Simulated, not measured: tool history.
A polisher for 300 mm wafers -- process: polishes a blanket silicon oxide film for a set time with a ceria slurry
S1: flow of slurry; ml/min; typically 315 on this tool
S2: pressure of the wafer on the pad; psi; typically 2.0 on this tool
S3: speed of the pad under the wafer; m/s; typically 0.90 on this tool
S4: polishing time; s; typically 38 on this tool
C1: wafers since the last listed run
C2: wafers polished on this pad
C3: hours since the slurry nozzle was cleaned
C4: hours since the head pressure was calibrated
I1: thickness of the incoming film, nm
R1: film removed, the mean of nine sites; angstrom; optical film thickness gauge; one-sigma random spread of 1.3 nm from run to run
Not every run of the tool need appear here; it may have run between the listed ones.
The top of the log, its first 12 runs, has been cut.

run    hour   S1   S2    S3  S4    C1    C2     C3     C4      I1    R1
      532.5  -- slurry nozzle cleaned
 13   569.8  315  2.0  0.90  38   613  3085   37.3  117.8  1591.0   902
 14   628.7  265  2.0  0.90  38   805  3890   96.2  176.7  1611.7   915
 15   669.0  235  2.0  0.90  38   550  4441  136.5  217.0  1608.7   875
      680.4  -- worn pad replaced by a new one
 16   734.7  235  2.0  0.90  38   843   741  202.2  282.7  1599.4   882
 17   787.0  315  2.0  0.90  38   714  1456  254.5  335.0  1634.7   889
 18   828.2  245  2.0  0.90  33   563  2019  295.7  376.2  1593.9   772
      883.6  -- slurry nozzle cleaned
 19   898.4  230  2.0  0.90  38   945  2965   14.8  446.4  1607.4   913
 20   956.7  315  2.0  0.90  38   796  3762   73.1  504.7  1604.3   932
 21   983.5  235  2.0  0.78  38   366  4128   99.9  531.5  1596.6   794
 22  1050.4  265  2.0  1.16  38   914  5042  166.8  598.4  1605.4  1141
 23  1104.7  265  1.3  0.90  49   742  5785  221.1  652.7  1594.5   814
     1119.1  -- worn pad replaced by a new one
 24  1176.2  345  2.0  0.60  30   922   780  292.6  724.2  1582.8   499
     1227.0  -- slurry nozzle cleaned
 25  1233.6  315  2.0  0.90  38   770  1551    6.6  781.6  1634.0   936
 26  1299.8  400  2.2  0.70  43   904  2456   72.8  847.8  1582.4   947
 27  1356.9  315  2.0  1.02  44   780  3236  129.9  904.9  1623.7  1218
     1368.1  -- head pressure recalibrated
     1545.2  -- worn pad replaced by a new one
 28  1572.5  315  2.0  0.90  38  2864   373  345.5  204.4  1623.1   885
     1583.9  -- slurry nozzle cleaned
 29  1605.3  315  2.0  0.90  38   434   808   21.4  237.2  1611.7   908
 30  1655.2  250  2.4  1.06  48   682  1490   71.3  287.1  1639.4  1592
 31  1688.7  315  2.2  0.90  38   457  1948  104.8  320.6  1643.4   979

Predict the results of run 32:
 32  1755.7  315  2.0  0.90  38  915  2863  171.8  387.6  1609.6   ?

{"run 32": {"R1": 930}}
Take away the tool's hidden state, keep the run-to-run variation as it was, and the same run would have given R1 895 angstrom.
